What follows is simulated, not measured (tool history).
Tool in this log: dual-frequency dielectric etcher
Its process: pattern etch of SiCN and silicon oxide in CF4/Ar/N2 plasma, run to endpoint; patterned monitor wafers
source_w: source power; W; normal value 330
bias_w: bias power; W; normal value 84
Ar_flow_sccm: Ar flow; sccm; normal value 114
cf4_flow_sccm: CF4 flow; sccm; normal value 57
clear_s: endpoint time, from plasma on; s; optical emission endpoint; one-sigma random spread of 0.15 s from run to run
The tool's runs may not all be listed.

run,hour,source_w,bias_w,Ar_flow_sccm,cf4_flow_sccm,wafers since the last listed run,hours since the last wet clean,hours since the last source power generator calibration,hours since the last bias power generator calibration,hours since the last Ar flow controller change,hours since the last CF4 flow controller change,hours since the last upper electrode change,"incoming incoming film thickness, nm",clear_s
1,0,330,84,114,57,0,645.9,1208.9,37.3,4689.2,1597.7,1798.7,12.37,17.3
# hour 30.9: wet clean of the chamber
2,75.9,330,84,114,57,1009,45,1284.8,113.2,4765.1,1673.6,1874.6,12.32,17.1
3,248.6,330,84,114,57,3357,217.7,1457.5,285.9,4937.8,1846.3,2047.3,12.23,16.8
4,331,330,84,114,57,1602,300.1,1539.9,368.3,5020.2,1928.7,2129.7,12.22,16.9
5,380.2,330,84,127,57,956,349.3,1589.1,417.5,5069.4,1977.9,2178.9,12.25,17.3
6,458.6,330,84,114,57,1524,427.7,1667.5,495.9,5147.8,2056.3,2257.3,12.27,16.9
# hour 526.7: upper electrode replaced
# hour 625.1: wet clean of the chamber
7,780,330,84,114,64,5315,154.9,1988.9,817.3,5469.2,2377.7,253.3,12.26,16.9
8,871.7,330,92,114,68,1782,246.6,2080.6,909,5560.9,2469.4,345,12.31,15.9
9,959.1,260,84,95,45,1699,334,2168,996.4,5648.3,2556.8,432.4,12.32,20.7
# hour 997.4: CF4 flow controller replaced
10,997.9,300,67,134,43,637,372.8,2206.8,1035.2,5687.1,0.5,471.2,12.2,21.3
11,1045,370,103,114,57,915,419.9,2253.9,1082.3,5734.2,47.6,518.3,12.22,13.9
12,1085.8,330,84,114,62,793,460.7,2294.7,1123.1,5775,88.4,559.1,12.24,16.6
13,1156,330,84,114,57,1364,530.9,2364.9,1193.3,5845.2,158.6,629.3,12.44,17.2
# hour 1169.7: source power generator calibrated
# hour 1172.7: Ar flow controller replaced
14,1192.8,330,92,87,48,580,567.7,23.1,1230.1,20.1,195.4,666.1,12.35,16.7
# hour 1259.4: wet clean of the chamber
15,1259.9,330,64,94,57,837,0.5,90.2,1297.2,87.2,262.5,733.2,12.26,19.7
16,1330.8,370,71,105,57,1378,71.4,161.1,1368.1,158.1,333.4,804.1,12.28,17
17,1438.5,330,76,90,62,2093,179.1,268.8,1475.8,265.8,441.1,911.8,12.34,18.1
18,1538.9,330,84,114,57,1951,279.5,369.2,1576.2,366.2,541.5,1012.2,12.37,17.3
19,1609.2,330,84,114,57,1366,349.8,439.5,1646.5,436.5,611.8,1082.5,12.31,17.5
20,1661.8,330,84,98,57,1022,402.4,492.1,1699.1,489.1,664.4,1135.1,12.34,17.1
21,1710.6,330,67,114,57,948,451.2,540.9,1747.9,537.9,713.2,1183.9,12.18,19.6
22,1796.7,280,63,114,57,1673,537.3,627,1834,624,799.3,1270,12.34,23.5
# hour 1889.8: wet clean of the chamber
23,1890.3,330,101,114,44,1353,0.5,720.6,1927.6,717.6,892.9,1363.6,12.23,16.3
24,1920,330,84,134,57,577,30.2,750.3,1957.3,747.3,922.6,1393.3,12.37,17.7

4 ways to go on from here, each from the tool as it stands after run 24. What would each give?
A,1920.4,330,84,114,57,7,30.6,750.7,1957.7,747.7,923,1393.7,12.27,?
B,1920.4,330,75,91,57,7,30.6,750.7,1957.7,747.7,923,1393.7,12.27,?
C,1920.4,260,84,114,67,7,30.6,750.7,1957.7,747.7,923,1393.7,12.27,?
D,1920.4,330,89,95,57,7,30.6,750.7,1957.7,747.7,923,1393.7,12.27,?

run,clear_s
A,17.2
B,17.7
C,21
D,16.4
Without the tool's hidden state the same runs would have given:
run,clear_s
A,17.5
B,17.9
C,21.3
D,16.6
